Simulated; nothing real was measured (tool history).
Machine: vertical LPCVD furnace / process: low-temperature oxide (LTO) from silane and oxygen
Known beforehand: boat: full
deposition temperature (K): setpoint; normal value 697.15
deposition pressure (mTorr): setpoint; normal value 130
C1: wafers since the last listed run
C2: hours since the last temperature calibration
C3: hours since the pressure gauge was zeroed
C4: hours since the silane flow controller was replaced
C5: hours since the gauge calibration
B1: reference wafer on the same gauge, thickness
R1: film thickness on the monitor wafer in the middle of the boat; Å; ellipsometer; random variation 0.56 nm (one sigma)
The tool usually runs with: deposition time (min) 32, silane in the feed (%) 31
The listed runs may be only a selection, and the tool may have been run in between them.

run 1 day=0 | deposition_temperature_(K)=697.15 deposition_pressure_(mTorr)=130 deposition_time_(min)=32 silane_in_the_feed_(%)=31 | C1=0 C2=1866.4 C3=3245.4 C4=4050.4 C5=156.5 | B1=139.94 | R1=1570.2
run 2 day=0.433 | deposition_temperature_(K)=697.15 deposition_pressure_(mTorr)=130 deposition_time_(min)=32 silane_in_the_feed_(%)=31 | C1=105 C2=1876.8 C3=3255.8 C4=4060.8 C5=166.9 | B1=140.02 | R1=1581.6
run 3 day=0.833 | deposition_temperature_(K)=697.15 deposition_pressure_(mTorr)=130 deposition_time_(min)=32 silane_in_the_feed_(%)=31 | C1=96 C2=1886.4 C3=3265.4 C4=4070.4 C5=176.5 | B1=140.09 | R1=1576.5
run 4 day=1.146 | deposition_temperature_(K)=691.15 deposition_pressure_(mTorr)=130 deposition_time_(min)=32 silane_in_the_feed_(%)=33 | C1=75 C2=1893.9 C3=3272.9 C4=4077.9 C5=184 | B1=139.99 | R1=1602.6
-- day=1.588 gauge calibrated
run 5 day=1.833 | deposition_temperature_(K)=691.15 deposition_pressure_(mTorr)=130 deposition_time_(min)=32 silane_in_the_feed_(%)=33 | C1=166 C2=1910.4 C3=3289.4 C4=4094.4 C5=5.9 | B1=140.01 | R1=1600.1
run 6 day=2.6 | deposition_temperature_(K)=697.15 deposition_pressure_(mTorr)=120 deposition_time_(min)=32 silane_in_the_feed_(%)=31 | C1=185 C2=1928.8 C3=3307.8 C4=4112.8 C5=24.3 | B1=139.98 | R1=1444.5
-- day=3.962 thermocouples replaced and temperature profile calibrated
run 7 day=3.983 | deposition_temperature_(K)=697.15 deposition_pressure_(mTorr)=120 deposition_time_(min)=32 silane_in_the_feed_(%)=31 | C1=92 C2=0.5 C3=3341 C4=4146 C5=57.5 | B1=139.98 | R1=1451.8
run 8 day=4.171 | deposition_temperature_(K)=697.15 deposition_pressure_(mTorr)=120 deposition_time_(min)=32 silane_in_the_feed_(%)=31 | C1=45 C2=5 C3=3345.5 C4=4150.5 C5=62 | B1=139.99 | R1=1452.8
run 9 day=4.358 | deposition_temperature_(K)=697.15 deposition_pressure_(mTorr)=130 deposition_time_(min)=32 silane_in_the_feed_(%)=31 | C1=45 C2=9.5 C3=3350 C4=4155 C5=66.5 | B1=139.98 | R1=1575.6
-- day=5.829 pressure gauge zeroed
run 10 day=5.85 | deposition_temperature_(K)=697.15 deposition_pressure_(mTorr)=130 deposition_time_(min)=32 silane_in_the_feed_(%)=31 | C1=119 C2=45.3 C3=0.5 C4=4190.8 C5=102.3 | B1=139.95 | R1=1564
run 11 day=6.038 | deposition_temperature_(K)=697.15 deposition_pressure_(mTorr)=130 deposition_time_(min)=32 silane_in_the_feed_(%)=31 | C1=45 C2=49.8 C3=5 C4=4195.3 C5=106.8 | B1=139.93 | R1=1568.7
run 12 day=6.225 | deposition_temperature_(K)=697.15 deposition_pressure_(mTorr)=150 deposition_time_(min)=28.5 silane_in_the_feed_(%)=31 | C1=45 C2=54.3 C3=9.5 C4=4199.8 C5=111.3 | B1=140.04 | R1=1613.7
run 13 day=6.412 | deposition_temperature_(K)=704.15 deposition_pressure_(mTorr)=120 deposition_time_(min)=32 silane_in_the_feed_(%)=31 | C1=45 C2=58.8 C3=14 C4=4204.3 C5=115.8 | B1=140.02 | R1=1565.2
run 14 day=6.979 | deposition_temperature_(K)=697.15 deposition_pressure_(mTorr)=130 deposition_time_(min)=32 silane_in_the_feed_(%)=26 | C1=137 C2=72.4 C3=27.6 C4=4217.9 C5=129.4 | B1=139.9 | R1=1216.3
run 15 day=7.35 | deposition_temperature_(K)=688.15 deposition_pressure_(mTorr)=105 deposition_time_(min)=19.5 silane_in_the_feed_(%)=26 | C1=89 C2=81.3 C3=36.5 C4=4226.8 C5=138.3 | B1=140.04 | R1=537.8
run 16 day=8.017 | deposition_temperature_(K)=702.15 deposition_pressure_(mTorr)=155 deposition_time_(min)=32 silane_in_the_feed_(%)=31 | C1=161 C2=97.3 C3=52.5 C4=4242.8 C5=154.3 | B1=139.93 | R1=1971
-- day=9.071 gauge calibrated
-- day=9.175 silane flow controller replaced
run 17 day=9.196 | deposition_temperature_(K)=697.15 deposition_pressure_(mTorr)=130 deposition_time_(min)=32 silane_in_the_feed_(%)=31 | C1=43 C2=125.6 C3=80.8 C4=0.5 C5=3 | B1=139.87 | R1=1565.8
run 18 day=9.383 | deposition_temperature_(K)=697.15 deposition_pressure_(mTorr)=140 deposition_time_(min)=22 silane_in_the_feed_(%)=26 | C1=45 C2=130.1 C3=85.3 C4=5 C5=7.5 | B1=140.04 | R1=898.9
run 19 day=11.088 | deposition_temperature_(K)=697.15 deposition_pressure_(mTorr)=130 deposition_time_(min)=42 silane_in_the_feed_(%)=31 | C1=413 C2=171 C3=126.2 C4=45.9 C5=48.4 | B1=140.01 | R1=2070.9
run 20 day=11.688 | deposition_temperature_(K)=694.15 deposition_pressure_(mTorr)=130 deposition_time_(min)=32 silane_in_the_feed_(%)=31 | C1=145 C2=185.4 C3=140.6 C4=60.3 C5=62.8 | B1=139.89 | R1=1519.3
run 21 day=12.454 | deposition_temperature_(K)=697.15 deposition_pressure_(mTorr)=140 deposition_time_(min)=22 silane_in_the_feed_(%)=26 | C1=185 C2=203.8 C3=159 C4=78.7 C5=81.2 | B1=139.99 | R1=901.1
run 22 day=12.725 | deposition_temperature_(K)=704.15 deposition_pressure_(mTorr)=130 deposition_time_(min)=32 silane_in_the_feed_(%)=33 | C1=65 C2=210.3 C3=165.5 C4=85.2 C5=87.7 | B1=139.84 | R1=1839.7

What differs in the tool's unlogged condition from the final listed run ahead of each entry between runs to the first listed run following it?
Runs 4 to 5: gauge calibrated (day 1.588)
  nothing in the hidden state changes from one run to the other
Runs 6 to 7: thermocouples replaced and temperature profile calibrated (day 3.962)
  nothing in the hidden state changes from one run to the other
Runs 9 to 10: pressure gauge zeroed (day 5.829)
  nothing in the hidden state changes from one run to the other
Runs 16 to 17: gauge calibrated (day 9.071); silane flow controller replaced (day 9.175)
  nothing in the hidden state changes from one run to the other
